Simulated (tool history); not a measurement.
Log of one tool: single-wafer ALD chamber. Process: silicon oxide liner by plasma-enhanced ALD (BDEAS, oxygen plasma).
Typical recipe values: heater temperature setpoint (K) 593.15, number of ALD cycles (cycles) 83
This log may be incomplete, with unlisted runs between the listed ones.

run	hour	heater temperature setpoint (K)	number of ALD cycles (cycles)	wafers since the last listed run	hours since the last thermocouple change	hours since the gauge calibration	read-back reference wafer on the same gauge, thickness_nm	mean film thickness on the monitor wafer (angstrom)
1	0	593.15	83	0	1598.1	743.7	6.909	73.74
2	173.8	593.15	83	873	1771.9	917.5	6.914	73.75
3	226.3	593.15	83	263	1824.4	970	6.912	73.27
4	274.1	593.15	83	240	1872.2	1017.8	6.915	73.68
5	366.4	593.15	83	464	1964.5	1110.1	6.909	73.57
6	418.6	593.15	78	262	2016.7	1162.3	6.908	69.06
7	467.7	593.15	78	246	2065.8	1211.4	6.909	68.77
8	529	587.15	83	308	2127.1	1272.7	6.913	74.39
9	596	587.15	83	336	2194.1	1339.7	6.911	73.78
10	666.5	593.15	83	354	2264.6	1410.2	6.911	73.39
11	764.9	593.15	83	494	2363	1508.6	6.911	73.32
12	825.9	593.15	83	306	2424	1569.6	6.908	73.61
13	1010.9	593.15	83	930	2609	1754.6	6.908	73.99
14	1094.8	598.15	90	421	2692.9	1838.5	6.915	79.52
# hour 1187.9: gauge calibrated
15	1195.5	593.15	83	506	2793.6	7.6	6.91	73.81
16	1295.7	607.15	90	503	2893.8	107.8	6.916	77.83
17	1374.7	608.15	98	397	2972.8	186.8	6.915	84.85
# hour 1454.1: thermocouple changed; heater temperature recalibrated
18	1454.6	582.15	92	361	0.5	266.7	6.904	82.91
19	1497.4	587.15	91	215	43.3	309.5	6.907	81.54
20	1572.4	583.15	79	377	118.3	384.5	6.912	70.93
21	1608.7	601.15	70	182	154.6	420.8	6.908	61.34
22	1692.6	593.15	83	421	238.5	504.7	6.91	73.52
23	1740.3	579.15	83	239	286.2	552.4	6.91	74.7
24	1836.2	607.15	78	482	382.1	648.3	6.913	67.74
25	1899.6	579.15	83	318	445.5	711.7	6.914	74.81

Across each entry between runs, compare the hidden state at the last listed run before it with the hidden state at the first listed run after it:
Run 14 -> run 15: gauge calibrated (hour 1187.9)
  no hidden state differs between the two runs
Run 17 -> run 18: thermocouple changed; heater temperature recalibrated (hour 1454.1)
  no hidden state differs between the two runs
